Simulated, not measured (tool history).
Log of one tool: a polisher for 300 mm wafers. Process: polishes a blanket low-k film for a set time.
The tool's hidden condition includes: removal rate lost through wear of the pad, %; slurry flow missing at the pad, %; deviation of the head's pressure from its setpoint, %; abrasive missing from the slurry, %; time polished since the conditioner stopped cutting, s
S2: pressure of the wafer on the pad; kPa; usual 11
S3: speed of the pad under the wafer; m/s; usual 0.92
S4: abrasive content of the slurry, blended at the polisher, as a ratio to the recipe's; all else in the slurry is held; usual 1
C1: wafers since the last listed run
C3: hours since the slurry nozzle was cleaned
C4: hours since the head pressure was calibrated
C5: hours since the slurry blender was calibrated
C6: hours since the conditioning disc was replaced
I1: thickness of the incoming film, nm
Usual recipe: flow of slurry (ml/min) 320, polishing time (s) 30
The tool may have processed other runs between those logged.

Run 1, hour 0: usual settings; C1 0; wafers polished on this pad 1949; C3 137.6; C4 677.6; C5 369.3; C6 60.4; I1 548. Result: film removed (nm) 10.1.
Run 2, hour 52.3: usual settings but flow of slurry (ml/min) 215, polishing time (s) 40; C1 453; wafers polished on this pad 2402; C3 189.9; C4 729.9; C5 421.6; C6 112.7; I1 557.6. Result: film removed (nm) 12.7.
At hour 85.7: slurry blender recalibrated.
Run 3, hour 86.2: usual settings but S2 9.7 kPa, S3 0.8 m/s, S4 1.1; C1 276; wafers polished on this pad 2678; C3 223.8; C4 763.8; C5 0.5; C6 146.6; I1 551.3. Result: film removed (nm) 8.3.
Run 4, hour 118.3: usual settings but flow of slurry (ml/min) 370, S2 13.1 kPa, S4 0.9; C1 278; wafers polished on this pad 2956; C3 255.9; C4 795.9; C5 32.6; C6 178.7; I1 555.4. Result: film removed (nm) 10.3.
Run 5, hour 155.7: usual settings; C1 323; wafers polished on this pad 3280; C3 293.3; C4 833.3; C5 70; C6 216.1; I1 552.3. Result: film removed (nm) 9.
At hour 196.1: worn pad replaced by a new one.
Run 6, hour 220.6: usual settings but flow of slurry (ml/min) 365, S2 13.1 kPa, S3 0.78 m/s; C1 527; wafers polished on this pad 212; C3 358.2; C4 898.2; C5 134.9; C6 281; I1 553.1. Result: film removed (nm) 11.1.
At hour 261.7: head pressure recalibrated.
Run 7, hour 280.8: usual settings but flow of slurry (ml/min) 390, S2 9 kPa, S4 1.3; C1 504; wafers polished on this pad 716; C3 418.4; C4 19.1; C5 195.1; C6 341.2; I1 551.5. Result: film removed (nm) 9.4.
Run 8, hour 310.8: usual settings but S3 0.66 m/s; C1 259; wafers polished on this pad 976; C3 448.4; C4 49.1; C5 225.1; C6 371.2; I1 555.8. Result: film removed (nm) 8.
Run 9, hour 352.2: usual settings but flow of slurry (ml/min) 395; C1 358; wafers polished on this pad 1335; C3 489.8; C4 90.5; C5 266.5; C6 412.6; I1 549.8. Result: film removed (nm) 9.2.
Run 10, hour 380.6: usual settings but flow of slurry (ml/min) 370, S2 13.1 kPa, S4 1.25, polishing time (s) 24; C1 246; wafers polished on this pad 1581; C3 518.2; C4 118.9; C5 294.9; C6 441; I1 546.8. Result: film removed (nm) 9.5.
Run 11, hour 436.5: usual settings but flow of slurry (ml/min) 420, S2 6.9 kPa; C1 484; wafers polished on this pad 2065; C3 574.1; C4 174.8; C5 350.8; C6 496.9; I1 559.2. Result: film removed (nm) 5.7.
At hour 467.7: conditioning disc replaced and pad reconditioned.
Run 12, hour 506.4: usual settings but flow of slurry (ml/min) 360, S2 9.7 kPa, S4 1.1; C1 588; wafers polished on this pad 2653; C3 644; C4 244.7; C5 420.7; C6 38.7; I1 553.1. Result: film removed (nm) 9.6.
Run 13, hour 539: usual settings but flow of slurry (ml/min) 275, S2 7.6 kPa, S3 0.62 m/s; C1 282; wafers polished on this pad 2935; C3 676.6; C4 277.3; C5 453.3; C6 71.3; I1 552.7. Result: film removed (nm) 5.4.
At hour 582: slurry blender recalibrated.
Run 14, hour 585.3: usual settings; C1 383; wafers polished on this pad 3319; C3 722.9; C4 323.6; C5 3.3; C6 117.6; I1 551.6. Result: film removed (nm) 9.7.
At hour 601.9: worn pad replaced by a new one.
Run 15, hour 628.3: usual settings; C1 337; wafers polished on this pad 228; C3 765.9; C4 366.6; C5 46.3; C6 160.6; I1 549.4. Result: film removed (nm) 10.3.
At hour 649: slurry nozzle cleaned.
Run 16, hour 666.2: usual settings but S4 1.1; C1 319; wafers polished on this pad 548; C3 17.2; C4 404.5; C5 84.2; C6 198.5; I1 543.8. Result: film removed (nm) 10.9.
Run 17, hour 698.3: usual settings; C1 278; wafers polished on this pad 826; C3 49.3; C4 436.6; C5 116.3; C6 230.6; I1 541.3. Result: film removed (nm) 10.1.
Run 18, hour 764.7: usual settings; C1 575; wafers polished on this pad 1401; C3 115.7; C4 503; C5 182.7; C6 297; I1 548.6. Result: film removed (nm) 9.6.
Run 19, hour 810: usual settings; C1 392; wafers polished on this pad 1793; C3 161; C4 548.3; C5 228; C6 342.3; I1 547.9. Result: film removed (nm) 9.1.
Run 20, hour 867.5: usual settings but S2 8.3 kPa, S4 1.15, polishing time (s) 35; C1 498; wafers polished on this pad 2291; C3 218.5; C4 605.8; C5 285.5; C6 399.8; I1 550.7. Result: film removed (nm) 8.8.
Run 21, hour 891.6: usual settings but polishing time (s) 26; C1 208; wafers polished on this pad 2500; C3 242.6; C4 629.9; C5 309.6; C6 423.9; I1 543.4. Result: film removed (nm) 7.5.
Run 22, hour 945: usual settings but flow of slurry (ml/min) 235, S2 9 kPa; C1 462; wafers polished on this pad 2963; C3 296; C4 683.3; C5 363; C6 477.3; I1 545.8. Result: film removed (nm) 6.5.
At hour 982.3: conditioning disc replaced and pad reconditioned.
Run 23, hour 986.2: usual settings but polishing time (s) 37; C1 339; wafers polished on this pad 3302; C3 337.2; C4 724.5; C5 404.2; C6 3.9; I1 554.6. Result: film removed (nm) 11.3.
Run 24, hour 1049.4: usual settings but S2 7.6 kPa, polishing time (s) 25; C1 547; wafers polished on this pad 3850; C3 400.4; C4 787.7; C5 467.4; C6 67.1; I1 549.3. Result: film removed (nm) 5.2.
At hour 1063.4: slurry blender recalibrated.
At hour 1115.2: worn pad replaced by a new one.
Run 25, hour 1116.8: usual settings; C1 531; wafers polished on this pad 13; C3 467.8; C4 855.1; C5 53.4; C6 134.5; I1 551. Result: film removed (nm) 10.7.

4 ways to go on from here, each from the tool as it stands after run 25. What would each give?
Run A, hour 1117.2: usual settings but S2 9 kPa; C1 3; wafers polished on this pad 17; C3 468.2; C4 855.5; C5 53.8; C6 134.9; I1 546.3. Result: film removed (nm) ?.
Run B, hour 1117.2: usual settings but flow of slurry (ml/min) 395, S2 9.7 kPa, S3 1.22 m/s, polishing time (s) 34; C1 3; wafers polished on this pad 17; C3 468.2; C4 855.5; C5 53.8; C6 134.9; I1 546.3. Result: film removed (nm) ?.
Run C, hour 1117.2: usual settings but S2 14.5 kPa, S4 0.75; C1 3; wafers polished on this pad 17; C3 468.2; C4 855.5; C5 53.8; C6 134.9; I1 546.3. Result: film removed (nm) ?.
Run D, hour 1117.2: usual settings but flow of slurry (ml/min) 230, S2 13.8 kPa, S3 0.78 m/s, S4 1.25; C1 3; wafers polished on this pad 17; C3 468.2; C4 855.5; C5 53.8; C6 134.9; I1 546.3. Result: film removed (nm) ?.

run  film removed (nm)
  A                8.8
  B               12.9
  C               10.8
  D               13.8
Without the tool's hidden state the same runs would have given:
run  film removed (nm)
  A                9.1
  B               13.3
  C               11.2
  D               14.3

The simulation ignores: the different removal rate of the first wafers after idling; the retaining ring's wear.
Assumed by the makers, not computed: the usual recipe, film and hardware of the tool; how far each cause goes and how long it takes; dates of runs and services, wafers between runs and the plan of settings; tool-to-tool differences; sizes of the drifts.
